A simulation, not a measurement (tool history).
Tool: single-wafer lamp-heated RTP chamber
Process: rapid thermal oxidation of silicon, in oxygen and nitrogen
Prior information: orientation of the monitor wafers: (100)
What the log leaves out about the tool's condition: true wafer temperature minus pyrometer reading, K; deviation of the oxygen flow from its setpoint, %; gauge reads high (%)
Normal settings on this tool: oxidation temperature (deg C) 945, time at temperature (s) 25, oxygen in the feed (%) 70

run	hour	oxidation temperature (deg C)	time at temperature (s)	oxygen in the feed (%)	wafers since the last listed run	wafers since the last pyrometer calibration	hours since the oxygen flow controller was replaced	hours since the gauge calibration	read-back reference wafer on the same gauge, thickness	oxide thickness on the monitor wafer (nm)
1	0.0	945	25	70	0	4101	2378.5	399.1	2.899	2.807
2	25.6	945	25	70	298	4400	2404.1	424.7	2.901	2.807
3	46.4	945	25	70	242	4642	2424.9	445.5	2.901	2.804
# hour 62.6: pyrometer window cleaned and pyrometer calibrated
4	67.2	961	25	70	149	53	2445.7	466.3	2.902	2.988
5	103.1	961	25	70	418	472	2481.6	502.2	2.899	3.002
6	115.7	961	25	70	146	619	2494.2	514.8	2.898	3.009
7	183.9	945	25	70	795	1414	2562.4	583.0	2.898	2.789
8	215.4	945	25	70	367	1782	2593.9	614.5	2.901	2.798
9	277.6	945	25	86	725	2507	2656.1	676.7	2.899	2.924
10	298.7	945	25	86	246	2753	2677.2	697.8	2.901	2.916
11	332.6	945	25	70	395	3148	2711.1	731.7	2.900	2.805
12	360.1	945	25	70	320	3469	2738.6	759.2	2.899	2.812
# hour 381.2: oxygen flow controller replaced
13	383.7	945	25	70	181	3651	2.5	782.8	2.901	2.813
# hour 398.2: pyrometer window cleaned and pyrometer calibrated
14	398.7	945	18	70	81	5	17.5	797.8	2.899	2.561
15	471.0	945	33	70	843	848	89.8	870.1	2.899	3.028
# hour 500.2: gauge calibrated
16	533.5	926	25	70	728	1577	152.3	33.3	2.901	2.587
17	560.9	945	25	70	319	1897	179.7	60.7	2.899	2.805
18	586.9	966	25	70	303	2200	205.7	86.7	2.898	3.115
19	601.8	945	17	70	173	2374	220.6	101.6	2.902	2.546
20	619.6	959	25	70	207	2581	238.4	119.4	2.901	2.998

What does the tool deliver on the next run?
21	633.5	960	25	45	162	2743	252.3	133.3	?	?

read-back reference wafer on the same gauge, thickness: 2.900
oxide thickness on the monitor wafer (nm): 2.753
With no hidden state in the tool, this same run would have given oxide thickness on the monitor wafer (nm) 2.721.
